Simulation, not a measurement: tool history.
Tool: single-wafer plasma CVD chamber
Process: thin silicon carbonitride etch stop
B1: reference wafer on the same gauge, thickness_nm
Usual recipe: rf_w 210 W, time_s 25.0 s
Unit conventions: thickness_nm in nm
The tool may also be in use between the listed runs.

{"run": 1, "day": 0.0, "rf_w": 210, "time_s": 26.8, "B1": 12.399, "thickness_nm": 14.238}
{"run": 2, "day": 0.275, "rf_w": 210, "time_s": 26.8, "B1": 12.393, "thickness_nm": 14.209}
{"run": 3, "day": 0.696, "rf_w": 210, "time_s": 26.8, "B1": 12.406, "thickness_nm": 14.188}
{"run": 4, "day": 1.208, "rf_w": 245, "time_s": 25.0, "B1": 12.395, "thickness_nm": 13.855}
{"run": 5, "day": 1.812, "rf_w": 210, "time_s": 25.0, "B1": 12.402, "thickness_nm": 13.232}
{"run": 6, "day": 2.358, "rf_w": 210, "time_s": 25.0, "B1": 12.395, "thickness_nm": 13.257}
{"day": 2.875, "done": "showerhead replaced"}
{"run": 7, "day": 2.896, "rf_w": 210, "time_s": 25.0, "B1": 12.401, "thickness_nm": 13.24}
{"run": 8, "day": 3.125, "rf_w": 210, "time_s": 23.2, "B1": 12.396, "thickness_nm": 12.308}
{"run": 9, "day": 3.442, "rf_w": 210, "time_s": 23.2, "B1": 12.399, "thickness_nm": 12.296}
{"day": 4.408, "done": "RF generator calibrated"}
{"run": 10, "day": 4.429, "rf_w": 170, "time_s": 26.3, "B1": 12.412, "thickness_nm": 12.867}
{"run": 11, "day": 4.658, "rf_w": 250, "time_s": 26.3, "B1": 12.393, "thickness_nm": 14.363}
{"day": 4.892, "done": "gauge calibrated"}
{"run": 12, "day": 4.988, "rf_w": 245, "time_s": 21.9, "B1": 12.398, "thickness_nm": 11.863}
{"day": 5.804, "done": "thermocouple changed; heater temperature recalibrated"}
{"day": 6.008, "done": "RF generator calibrated, repeated, since the last time left the tool worse"}
{"run": 13, "day": 6.029, "rf_w": 230, "time_s": 21.6, "B1": 12.397, "thickness_nm": 11.884}
{"run": 14, "day": 6.042, "rf_w": 210, "time_s": 21.2, "B1": 12.398, "thickness_nm": 11.367}
{"run": 15, "day": 6.262, "rf_w": 185, "time_s": 25.0, "B1": 12.405, "thickness_nm": 12.939}
{"run": 16, "day": 6.762, "rf_w": 185, "time_s": 28.7, "B1": 12.397, "thickness_nm": 14.861}
{"run": 17, "day": 7.146, "rf_w": 210, "time_s": 25.0, "B1": 12.402, "thickness_nm": 13.425}
{"run": 18, "day": 7.625, "rf_w": 210, "time_s": 25.0, "B1": 12.404, "thickness_nm": 13.393}

Had the tool no unlogged condition, and each run kept its random variation, what would the results have been?
Hidden conditions of the tool in this case: wafer temperature above the value expected at the setpoint (K); delivered RF power above the setpoint (%); gauge reads high (%).
run=1 thickness_nm=14.390
run=2 thickness_nm=14.363
run=3 thickness_nm=14.347
run=4 thickness_nm=14.015
run=5 thickness_nm=13.392
run=6 thickness_nm=13.424
run=7 thickness_nm=13.413
run=8 thickness_nm=12.470
run=9 thickness_nm=12.461
run=10 thickness_nm=13.266
run=11 thickness_nm=14.809
run=12 thickness_nm=12.231
run=13 thickness_nm=11.890
run=14 thickness_nm=11.372
run=15 thickness_nm=12.945
run=16 thickness_nm=14.868
run=17 thickness_nm=13.431
run=18 thickness_nm=13.399
